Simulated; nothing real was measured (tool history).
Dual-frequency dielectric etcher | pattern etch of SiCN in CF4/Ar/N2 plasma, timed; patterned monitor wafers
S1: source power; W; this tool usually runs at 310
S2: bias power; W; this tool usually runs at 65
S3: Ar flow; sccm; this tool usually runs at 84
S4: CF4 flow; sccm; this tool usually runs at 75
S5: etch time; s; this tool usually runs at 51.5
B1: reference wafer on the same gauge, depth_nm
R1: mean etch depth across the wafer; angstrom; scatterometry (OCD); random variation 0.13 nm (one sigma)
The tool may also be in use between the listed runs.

{"run": 1, "hour": 0.0, "S1": 310, "S2": 65, "S3": 84, "S4": 75, "S5": 51.5, "B1": 36.34, "R1": 350.8}
{"run": 2, "hour": 30.2, "S1": 310, "S2": 65, "S3": 84, "S4": 75, "S5": 61.0, "B1": 36.36, "R1": 418.0}
{"run": 3, "hour": 94.9, "S1": 310, "S2": 65, "S3": 84, "S4": 75, "S5": 61.0, "B1": 36.4, "R1": 416.3}
{"run": 4, "hour": 153.4, "S1": 290, "S2": 65, "S3": 84, "S4": 75, "S5": 47.0, "B1": 36.37, "R1": 305.5}
{"run": 5, "hour": 220.9, "S1": 310, "S2": 65, "S3": 84, "S4": 75, "S5": 51.5, "B1": 36.4, "R1": 356.6}
{"hour": 313.9, "done": "wet clean of the chamber"}
{"hour": 331.4, "done": "upper electrode replaced"}
{"run": 6, "hour": 351.5, "S1": 310, "S2": 65, "S3": 84, "S4": 75, "S5": 51.5, "B1": 36.4, "R1": 349.1}
{"hour": 382.5, "done": "CF4 flow controller replaced"}
{"run": 7, "hour": 421.9, "S1": 310, "S2": 65, "S3": 84, "S4": 75, "S5": 51.5, "B1": 36.44, "R1": 352.9}
{"hour": 476.0, "done": "gauge calibrated"}
{"run": 8, "hour": 490.2, "S1": 310, "S2": 65, "S3": 84, "S4": 75, "S5": 51.5, "B1": 36.42, "R1": 353.1}
{"run": 9, "hour": 539.4, "S1": 340, "S2": 65, "S3": 84, "S4": 75, "S5": 60.5, "B1": 36.43, "R1": 456.9}
{"run": 10, "hour": 609.2, "S1": 340, "S2": 65, "S3": 67, "S4": 61, "S5": 61.0, "B1": 36.34, "R1": 456.3}
{"run": 11, "hour": 635.0, "S1": 310, "S2": 65, "S3": 84, "S4": 90, "S5": 51.5, "B1": 36.4, "R1": 374.6}
{"hour": 682.6, "done": "wet clean of the chamber"}
{"hour": 685.6, "done": "bias power generator calibrated"}
{"run": 12, "hour": 698.2, "S1": 310, "S2": 65, "S3": 84, "S4": 75, "S5": 51.5, "B1": 36.36, "R1": 347.0}
{"run": 13, "hour": 732.5, "S1": 310, "S2": 65, "S3": 84, "S4": 75, "S5": 51.5, "B1": 36.39, "R1": 347.4}
{"hour": 749.5, "done": "source power generator calibrated"}
{"run": 14, "hour": 789.6, "S1": 340, "S2": 65, "S3": 84, "S4": 86, "S5": 41.5, "B1": 36.4, "R1": 317.9}
{"hour": 809.1, "done": "Ar flow controller replaced"}
{"run": 15, "hour": 828.5, "S1": 310, "S2": 53, "S3": 84, "S4": 75, "S5": 61.0, "B1": 36.34, "R1": 383.3}
{"run": 16, "hour": 891.2, "S1": 310, "S2": 65, "S3": 84, "S4": 66, "S5": 51.5, "B1": 36.41, "R1": 342.6}
{"run": 17, "hour": 949.5, "S1": 280, "S2": 65, "S3": 84, "S4": 75, "S5": 41.5, "B1": 36.4, "R1": 260.9}
{"hour": 993.5, "done": "wet clean of the chamber"}
{"run": 18, "hour": 1006.8, "S1": 310, "S2": 65, "S3": 102, "S4": 75, "S5": 59.0, "B1": 36.4, "R1": 387.6}
{"run": 19, "hour": 1066.2, "S1": 360, "S2": 65, "S3": 84, "S4": 75, "S5": 51.5, "B1": 36.42, "R1": 401.8}
{"run": 20, "hour": 1131.1, "S1": 350, "S2": 65, "S3": 84, "S4": 75, "S5": 51.5, "B1": 36.42, "R1": 395.2}

Consider 5 possible next runs. They are alternatives, not a sequence: every one starts from the tool as it was left by run 20. What does each give?
{"run": "A", "hour": 1131.5, "S1": 310, "S2": 65, "S3": 84, "S4": 75, "S5": 51.5, "B1": "?", "R1": "?"}
{"run": "B", "hour": 1131.5, "S1": 230, "S2": 71, "S3": 66, "S4": 68, "S5": 51.5, "B1": "?", "R1": "?"}
{"run": "C", "hour": 1131.5, "S1": 310, "S2": 65, "S3": 84, "S4": 75, "S5": 38.0, "B1": "?", "R1": "?"}
{"run": "D", "hour": 1131.5, "S1": 310, "S2": 65, "S3": 84, "S4": 75, "S5": 63.5, "B1": "?", "R1": "?"}
{"run": "E", "hour": 1131.5, "S1": 270, "S2": 65, "S3": 95, "S4": 75, "S5": 45.0, "B1": "?", "R1": "?"}

run=A B1=36.45 R1=350.3
run=B B1=36.45 R1=271.7
run=C B1=36.45 R1=258.5
run=D B1=36.45 R1=431.9
run=E B1=36.45 R1=262.9
What these runs would have given with no unlogged condition in the tool:
run=A R1=347.6
run=B R1=269.7
run=C R1=256.5
run=D R1=428.6
run=E R1=260.9

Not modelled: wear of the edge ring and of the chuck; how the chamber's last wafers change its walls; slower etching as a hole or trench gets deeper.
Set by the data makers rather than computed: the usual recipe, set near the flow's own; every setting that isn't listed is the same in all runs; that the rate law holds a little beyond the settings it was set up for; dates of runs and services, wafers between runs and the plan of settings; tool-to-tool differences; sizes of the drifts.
